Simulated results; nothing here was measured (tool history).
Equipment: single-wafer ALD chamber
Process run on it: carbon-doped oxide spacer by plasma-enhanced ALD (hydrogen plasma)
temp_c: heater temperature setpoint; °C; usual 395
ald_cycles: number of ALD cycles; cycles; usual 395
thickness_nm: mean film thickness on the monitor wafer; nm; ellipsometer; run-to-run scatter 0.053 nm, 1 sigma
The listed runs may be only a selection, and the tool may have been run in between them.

| run | hour | temp_c | ald_cycles | wafers since the last listed run | hours since the last thermocouple change | hours since the gauge calibration | read-back reference wafer on the same gauge, thickness_nm | thickness_nm |
|---|---|---|---|---|---|---|---|---|
| 1 | 0.0 | 395 | 395 | 0 | 1611.1 | 1285.2 | 23.327 | 20.728 |
|  | 62.5 | thermocouple changed; heater temperature recalibrated |
| 2 | 65.5 | 395 | 395 | 42 | 3.0 | 1350.7 | 23.285 | 20.741 |
| 3 | 130.8 | 395 | 395 | 48 | 68.3 | 1416.0 | 23.283 | 20.917 |
| 4 | 201.7 | 395 | 395 | 52 | 139.2 | 1486.9 | 23.296 | 20.793 |
| 5 | 302.8 | 395 | 395 | 75 | 240.3 | 1588.0 | 23.244 | 20.780 |
| 6 | 343.6 | 395 | 395 | 30 | 281.1 | 1628.8 | 23.241 | 20.740 |
| 7 | 446.3 | 395 | 395 | 76 | 383.8 | 1731.5 | 23.217 | 20.766 |
| 8 | 492.4 | 395 | 395 | 34 | 429.9 | 1777.6 | 23.208 | 20.680 |
| 9 | 792.3 | 395 | 395 | 224 | 729.8 | 2077.5 | 23.159 | 20.792 |
| 10 | 876.7 | 395 | 395 | 63 | 814.2 | 2161.9 | 23.150 | 20.679 |
| 11 | 938.4 | 395 | 395 | 46 | 875.9 | 2223.6 | 23.119 | 20.660 |
| 12 | 1043.7 | 399 | 423 | 78 | 981.2 | 2328.9 | 23.063 | 22.106 |
| 13 | 1120.2 | 399 | 423 | 57 | 1057.7 | 2405.4 | 23.069 | 21.924 |
|  | 1146.0 | gauge calibrated |
| 14 | 1220.7 | 395 | 395 | 75 | 1158.2 | 74.7 | 23.498 | 20.979 |
| 15 | 1286.2 | 395 | 395 | 48 | 1223.7 | 140.2 | 23.481 | 20.979 |
| 16 | 1433.6 | 395 | 395 | 110 | 1371.1 | 287.6 | 23.461 | 20.919 |
| 17 | 1520.7 | 395 | 395 | 65 | 1458.2 | 374.7 | 23.432 | 20.882 |
| 18 | 1577.4 | 386 | 371 | 42 | 1514.9 | 431.4 | 23.401 | 19.626 |
| 19 | 1651.8 | 388 | 461 | 55 | 1589.3 | 505.8 | 23.420 | 24.317 |
| 20 | 1719.5 | 395 | 354 | 50 | 1657.0 | 573.5 | 23.398 | 18.713 |
|  | 1811.8 | thermocouple changed; heater temperature recalibrated |
| 21 | 1819.6 | 395 | 418 | 68 | 7.8 | 673.6 | 23.339 | 22.163 |
| 22 | 1993.5 | 395 | 416 | 129 | 181.7 | 847.5 | 23.372 | 21.939 |
| 23 | 2085.9 | 395 | 426 | 69 | 274.1 | 939.9 | 23.323 | 22.421 |
| 24 | 2127.9 | 395 | 349 | 31 | 316.1 | 981.9 | 23.303 | 18.350 |
| 25 | 2193.8 | 399 | 423 | 49 | 382.0 | 1047.8 | 23.297 | 22.347 |
| 26 | 2290.0 | 409 | 441 | 71 | 478.2 | 1144.0 | 23.269 | 22.614 |
| 27 | 2331.9 | 408 | 450 | 31 | 520.1 | 1185.9 | 23.236 | 23.048 |
| 28 | 2430.0 | 409 | 322 | 73 | 618.2 | 1284.0 | 23.237 | 16.442 |
| 29 | 2515.3 | 391 | 321 | 63 | 703.5 | 1369.3 | 23.256 | 16.856 |
| 30 | 2559.4 | 404 | 350 | 32 | 747.6 | 1413.4 | 23.203 | 18.175 |
| 31 | 2662.2 | 401 | 395 | 76 | 850.4 | 1516.2 | 23.203 | 20.654 |
| 32 | 2756.9 | 395 | 395 | 70 | 945.1 | 1610.9 | 23.165 | 20.586 |
| 33 | 2838.6 | 395 | 395 | 61 | 1026.8 | 1692.6 | 23.163 | 20.715 |
| 34 | 2897.5 | 395 | 395 | 44 | 1085.7 | 1751.5 | 23.146 | 20.629 |

What differs in the tool's unlogged condition from the final listed run ahead of each entry between runs to the first listed run following it?
Logged between run 1 and run 2: thermocouple changed; heater temperature recalibrated (hour 62.5)
  gauge reads high (%): -1.21 -> -1.27
  the result without the hidden state subtracted from the measured one, thickness_nm: -0.253 -> -0.266 nm
Logged between run 13 and run 14: gauge calibrated (hour 1146.0)
  gauge reads high (%): -2.2 -> -0.449
  the result without the hidden state subtracted from the measured one, thickness_nm: -0.494 -> -0.095 nm
Logged between run 20 and run 21: thermocouple changed; heater temperature recalibrated (hour 1811.8)
  gauge reads high (%): -0.893 -> -0.982
  the result without the hidden state subtracted from the measured one, thickness_nm: -0.168 -> -0.220 nm
